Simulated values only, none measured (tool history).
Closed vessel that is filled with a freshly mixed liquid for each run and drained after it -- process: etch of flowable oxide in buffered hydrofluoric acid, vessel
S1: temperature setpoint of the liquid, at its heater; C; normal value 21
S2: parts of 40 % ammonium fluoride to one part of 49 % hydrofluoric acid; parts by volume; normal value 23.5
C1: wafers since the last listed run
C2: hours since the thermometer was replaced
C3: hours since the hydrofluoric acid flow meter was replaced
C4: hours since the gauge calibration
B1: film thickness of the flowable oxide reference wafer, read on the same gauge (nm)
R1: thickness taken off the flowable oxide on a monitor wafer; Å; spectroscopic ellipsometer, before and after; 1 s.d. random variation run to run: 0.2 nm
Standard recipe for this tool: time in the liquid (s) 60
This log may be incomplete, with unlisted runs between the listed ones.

{"run": 1, "hour": 0.0, "S1": 21, "S2": 23.5, "time in the liquid (s)": 60, "C1": 0, "C2": 589.1, "C3": 307.7, "C4": 184.8, "B1": 30.02, "R1": 606.4}
{"run": 2, "hour": 44.5, "S1": 21, "S2": 23.5, "time in the liquid (s)": 60, "C1": 6250, "C2": 633.6, "C3": 352.2, "C4": 229.3, "B1": 30, "R1": 606.4}
{"hour": 105.6, "done": "hydrofluoric acid flow meter replaced"}
{"run": 3, "hour": 108.1, "S1": 25, "S2": 23.5, "time in the liquid (s)": 60, "C1": 8793, "C2": 697.2, "C3": 2.5, "C4": 292.9, "B1": 30.02, "R1": 760.2}
{"run": 4, "hour": 201.7, "S1": 25, "S2": 23.5, "time in the liquid (s)": 60, "C1": 13147, "C2": 790.8, "C3": 96.1, "C4": 386.5, "B1": 30, "R1": 767.5}
{"run": 5, "hour": 251.1, "S1": 21, "S2": 23.5, "time in the liquid (s)": 60, "C1": 6938, "C2": 840.2, "C3": 145.5, "C4": 435.9, "B1": 30, "R1": 607.4}
{"run": 6, "hour": 299.8, "S1": 21, "S2": 23.5, "time in the liquid (s)": 60, "C1": 6840, "C2": 888.9, "C3": 194.2, "C4": 484.6, "B1": 30.01, "R1": 614.6}
{"run": 7, "hour": 383.3, "S1": 21, "S2": 23.5, "time in the liquid (s)": 60, "C1": 11728, "C2": 972.4, "C3": 277.7, "C4": 568.1, "B1": 30.01, "R1": 615}
{"run": 8, "hour": 485.7, "S1": 24, "S2": 23.5, "time in the liquid (s)": 35, "C1": 14383, "C2": 1074.8, "C3": 380.1, "C4": 670.5, "B1": 30, "R1": 421.1}
{"hour": 541.1, "done": "hydrofluoric acid flow meter replaced"}
{"run": 9, "hour": 588.9, "S1": 21, "S2": 23.5, "time in the liquid (s)": 60, "C1": 14355, "C2": 1178, "C3": 47.8, "C4": 773.7, "B1": 30.01, "R1": 617.1}
{"hour": 635.9, "done": "thermometer replaced"}
{"run": 10, "hour": 650.5, "S1": 17, "S2": 16.5, "time in the liquid (s)": 30, "C1": 8512, "C2": 14.6, "C3": 109.4, "C4": 835.3, "B1": 30.01, "R1": 325.8}
{"hour": 675.2, "done": "gauge calibrated"}
{"run": 11, "hour": 687.6, "S1": 25, "S2": 30, "time in the liquid (s)": 95, "C1": 5211, "C2": 51.7, "C3": 146.5, "C4": 12.4, "B1": 30, "R1": 1003.2}
{"run": 12, "hour": 766.8, "S1": 18.5, "S2": 20, "time in the liquid (s)": 60, "C1": 11124, "C2": 130.9, "C3": 225.7, "C4": 91.6, "B1": 30, "R1": 586}
{"run": 13, "hour": 868.2, "S1": 21, "S2": 19, "time in the liquid (s)": 70, "C1": 14243, "C2": 232.3, "C3": 327.1, "C4": 193, "B1": 30, "R1": 831}
{"run": 14, "hour": 963.2, "S1": 17, "S2": 15, "time in the liquid (s)": 85, "C1": 13344, "C2": 327.3, "C3": 422.1, "C4": 288, "B1": 30, "R1": 1019.3}
{"hour": 964.4, "done": "hydrofluoric acid flow meter replaced"}
{"run": 15, "hour": 1002.9, "S1": 22.5, "S2": 14.5, "time in the liquid (s)": 35, "C1": 5435, "C2": 367, "C3": 38.5, "C4": 327.7, "B1": 30.02, "R1": 595.2}

Run 16 comes next. What will it give?
{"run": 16, "hour": 1091.5, "S1": 21, "S2": 30, "time in the liquid (s)": 70, "C1": 12445, "C2": 455.6, "C3": 127.1, "C4": 416.3, "B1": "?", "R1": "?"}

B1: 29.99
R1: 598.3 Å
The same run, on a tool lacking any hidden state, would have yielded R1 592 Å.
